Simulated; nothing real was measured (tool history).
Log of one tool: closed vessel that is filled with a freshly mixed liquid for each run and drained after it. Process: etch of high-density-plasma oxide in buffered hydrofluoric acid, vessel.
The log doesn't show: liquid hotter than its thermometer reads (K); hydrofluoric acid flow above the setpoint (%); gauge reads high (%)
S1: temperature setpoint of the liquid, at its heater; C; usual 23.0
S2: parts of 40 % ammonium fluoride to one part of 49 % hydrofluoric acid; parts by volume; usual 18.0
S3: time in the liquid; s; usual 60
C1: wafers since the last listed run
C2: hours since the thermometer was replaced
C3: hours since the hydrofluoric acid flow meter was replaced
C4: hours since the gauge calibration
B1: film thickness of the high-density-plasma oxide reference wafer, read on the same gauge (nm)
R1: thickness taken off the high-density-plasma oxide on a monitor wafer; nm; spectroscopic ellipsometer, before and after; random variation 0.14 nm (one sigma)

run	hour	S1	S2	S3	C1	C2	C3	C4	B1	R1
1	0.0	23.0	18.0	60	0	756.4	277.8	60.1	130.75	42.06
2	47.2	23.0	18.0	60	4863	803.6	325.0	107.3	131.01	42.31
# hour 77.3: thermometer replaced
3	105.5	23.0	18.0	60	5903	28.2	383.3	165.6	131.30	42.26
4	174.4	23.0	15.0	45	7098	97.1	452.2	234.5	131.59	38.04
5	210.2	23.0	15.0	45	3688	132.9	488.0	270.3	131.71	38.26
6	254.4	23.0	15.0	45	4553	177.1	532.2	314.5	131.86	38.03
7	297.4	23.0	18.0	60	4430	220.1	575.2	357.5	132.01	42.69
8	438.1	23.0	18.0	60	14496	360.8	715.9	498.2	132.31	42.49
9	467.4	23.0	18.0	60	3018	390.1	745.2	527.5	132.37	42.41
# hour 527.2: hydrofluoric acid flow meter replaced
10	533.2	23.0	18.0	60	6676	455.9	6.0	593.3	132.48	42.51
11	600.1	23.0	18.0	60	6892	522.8	72.9	660.2	132.52	42.67
12	648.9	23.0	16.0	60	5027	571.6	121.7	709.0	132.57	47.85
13	674.1	23.0	16.0	60	2596	596.8	146.9	734.2	132.59	48.06
14	708.0	23.0	12.5	70	3492	630.7	180.8	768.1	132.66	71.05
15	755.0	23.0	18.0	60	4842	677.7	227.8	815.1	132.65	42.54
16	816.2	25.5	22.0	40	6305	738.9	289.0	876.3	132.72	27.62
# hour 861.1: thermometer replaced
17	865.7	21.5	18.0	80	4997	4.6	338.5	925.8	132.75	52.05
18	896.0	23.0	18.0	60	3121	34.9	368.8	956.1	132.76	42.52

Run 19 comes next. What will it give?
19	925.3	18.0	18.0	35	3018	64.2	398.1	985.4	?	?

B1: 132.80
R1: 18.95 nm
Without the tool's hidden state the same run would have given R1 18.55 nm.
